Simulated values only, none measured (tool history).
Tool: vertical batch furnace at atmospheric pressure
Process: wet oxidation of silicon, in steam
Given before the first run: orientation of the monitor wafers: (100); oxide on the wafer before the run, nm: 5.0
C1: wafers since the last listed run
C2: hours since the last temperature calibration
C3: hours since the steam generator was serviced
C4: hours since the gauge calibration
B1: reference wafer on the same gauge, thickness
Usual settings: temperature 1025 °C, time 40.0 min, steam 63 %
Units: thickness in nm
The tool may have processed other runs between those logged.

{"run": 1, "day": 0.0, "temperature": 1025, "time": 40.0, "steam": 63, "C1": 0, "C2": 2002.8, "C3": 1138.0, "C4": 582.1, "B1": 254.35, "thickness": 298.63}
{"run": 2, "day": 1.492, "temperature": 1010, "time": 40.0, "steam": 63, "C1": 398, "C2": 2038.6, "C3": 1173.8, "C4": 617.9, "B1": 255.24, "thickness": 261.85}
{"run": 3, "day": 3.2, "temperature": 1010, "time": 40.0, "steam": 63, "C1": 456, "C2": 2079.6, "C3": 1214.8, "C4": 658.9, "B1": 255.3, "thickness": 263.48}
{"run": 4, "day": 5.842, "temperature": 1010, "time": 40.0, "steam": 63, "C1": 705, "C2": 2143.0, "C3": 1278.2, "C4": 722.3, "B1": 254.8, "thickness": 260.39}
{"run": 5, "day": 8.596, "temperature": 1025, "time": 40.0, "steam": 63, "C1": 735, "C2": 2209.1, "C3": 1344.3, "C4": 788.4, "B1": 254.71, "thickness": 294.6}
{"day": 9.146, "done": "gauge calibrated"}
{"run": 6, "day": 10.188, "temperature": 1025, "time": 40.0, "steam": 63, "C1": 425, "C2": 2247.3, "C3": 1382.5, "C4": 25.0, "B1": 255.19, "thickness": 298.01}
{"run": 7, "day": 12.588, "temperature": 1025, "time": 40.0, "steam": 63, "C1": 640, "C2": 2304.9, "C3": 1440.1, "C4": 82.6, "B1": 255.25, "thickness": 293.38}
{"run": 8, "day": 15.342, "temperature": 1025, "time": 40.0, "steam": 63, "C1": 735, "C2": 2371.0, "C3": 1506.2, "C4": 148.7, "B1": 255.01, "thickness": 294.14}
{"run": 9, "day": 16.821, "temperature": 1025, "time": 40.0, "steam": 63, "C1": 395, "C2": 2406.5, "C3": 1541.7, "C4": 184.2, "B1": 254.57, "thickness": 293.63}
{"day": 17.892, "done": "thermocouples replaced and temperature profile calibrated"}
{"run": 10, "day": 18.258, "temperature": 1025, "time": 40.0, "steam": 63, "C1": 116, "C2": 8.8, "C3": 1576.2, "C4": 218.7, "B1": 255.19, "thickness": 293.59}
{"run": 11, "day": 19.75, "temperature": 1025, "time": 40.0, "steam": 63, "C1": 398, "C2": 44.6, "C3": 1612.0, "C4": 254.5, "B1": 254.97, "thickness": 293.87}
{"run": 12, "day": 20.925, "temperature": 1025, "time": 40.0, "steam": 63, "C1": 313, "C2": 72.8, "C3": 1640.2, "C4": 282.7, "B1": 255.59, "thickness": 293.35}
{"run": 13, "day": 23.075, "temperature": 1025, "time": 40.0, "steam": 63, "C1": 574, "C2": 124.4, "C3": 1691.8, "C4": 334.3, "B1": 254.95, "thickness": 291.86}
{"run": 14, "day": 24.396, "temperature": 1025, "time": 40.0, "steam": 63, "C1": 352, "C2": 156.1, "C3": 1723.5, "C4": 366.0, "B1": 254.84, "thickness": 290.18}
{"run": 15, "day": 25.988, "temperature": 1013, "time": 46.0, "steam": 60, "C1": 425, "C2": 194.3, "C3": 1761.7, "C4": 404.2, "B1": 254.78, "thickness": 281.31}
{"run": 16, "day": 27.662, "temperature": 1010, "time": 31.5, "steam": 63, "C1": 447, "C2": 234.5, "C3": 1801.9, "C4": 444.4, "B1": 254.84, "thickness": 217.05}
{"run": 17, "day": 30.367, "temperature": 1025, "time": 40.0, "steam": 63, "C1": 722, "C2": 299.4, "C3": 1866.8, "C4": 509.3, "B1": 255.45, "thickness": 290.49}
{"run": 18, "day": 32.012, "temperature": 1025, "time": 25.5, "steam": 63, "C1": 439, "C2": 338.9, "C3": 1906.3, "C4": 548.8, "B1": 254.75, "thickness": 210.74}
{"run": 19, "day": 34.896, "temperature": 1025, "time": 56.0, "steam": 52, "C1": 770, "C2": 408.1, "C3": 1975.5, "C4": 618.0, "B1": 255.36, "thickness": 315.72}
{"run": 20, "day": 36.783, "temperature": 1025, "time": 34.5, "steam": 63, "C1": 504, "C2": 453.4, "C3": 2020.8, "C4": 663.3, "B1": 255.28, "thickness": 258.18}
{"day": 38.108, "done": "gauge calibrated"}
{"day": 38.725, "done": "steam generator serviced"}
{"run": 21, "day": 38.746, "temperature": 1025, "time": 33.5, "steam": 58, "C1": 257, "C2": 500.5, "C3": 0.5, "C4": 15.3, "B1": 255.04, "thickness": 249.77}
{"run": 22, "day": 40.754, "temperature": 1025, "time": 40.0, "steam": 63, "C1": 536, "C2": 548.7, "C3": 48.7, "C4": 63.5, "B1": 255.04, "thickness": 302.21}
{"run": 23, "day": 42.921, "temperature": 1008, "time": 25.0, "steam": 74, "C1": 578, "C2": 600.7, "C3": 100.7, "C4": 115.5, "B1": 254.72, "thickness": 209.25}
{"run": 24, "day": 44.958, "temperature": 1025, "time": 40.0, "steam": 63, "C1": 544, "C2": 649.6, "C3": 149.6, "C4": 164.4, "B1": 255.34, "thickness": 301.66}
{"run": 25, "day": 51.4, "temperature": 1025, "time": 28.5, "steam": 63, "C1": 1720, "C2": 804.2, "C3": 304.2, "C4": 319.0, "B1": 255.13, "thickness": 237.98}
{"run": 26, "day": 53.008, "temperature": 1006, "time": 27.0, "steam": 70, "C1": 429, "C2": 842.8, "C3": 342.8, "C4": 357.6, "B1": 254.7, "thickness": 207.99}
{"run": 27, "day": 54.188, "temperature": 1025, "time": 40.0, "steam": 63, "C1": 314, "C2": 871.1, "C3": 371.1, "C4": 385.9, "B1": 255.4, "thickness": 301.62}
{"run": 28, "day": 56.983, "temperature": 1025, "time": 31.5, "steam": 71, "C1": 746, "C2": 938.2, "C3": 438.2, "C4": 453.0, "B1": 255.07, "thickness": 278.27}

3 options for the next run, each taken on its own from the tool as it stands now. Forecast them:
{"run": "A", "day": 57.196, "temperature": 1025, "time": 40.0, "steam": 63, "C1": 56, "C2": 943.3, "C3": 443.3, "C4": 458.1, "B1": "?", "thickness": "?"}
{"run": "B", "day": 57.196, "temperature": 1012, "time": 49.0, "steam": 63, "C1": 56, "C2": 943.3, "C3": 443.3, "C4": 458.1, "B1": "?", "thickness": "?"}
{"run": "C", "day": 57.196, "temperature": 1002, "time": 40.0, "steam": 63, "C1": 56, "C2": 943.3, "C3": 443.3, "C4": 458.1, "B1": "?", "thickness": "?"}

run=A B1=255.26 thickness=301.30
run=B B1=255.26 thickness=314.55
run=C B1=255.26 thickness=250.28
Without the tool's unlogged condition, the same runs would have read:
run=A thickness=302.66
run=B thickness=315.99
run=C thickness=251.49
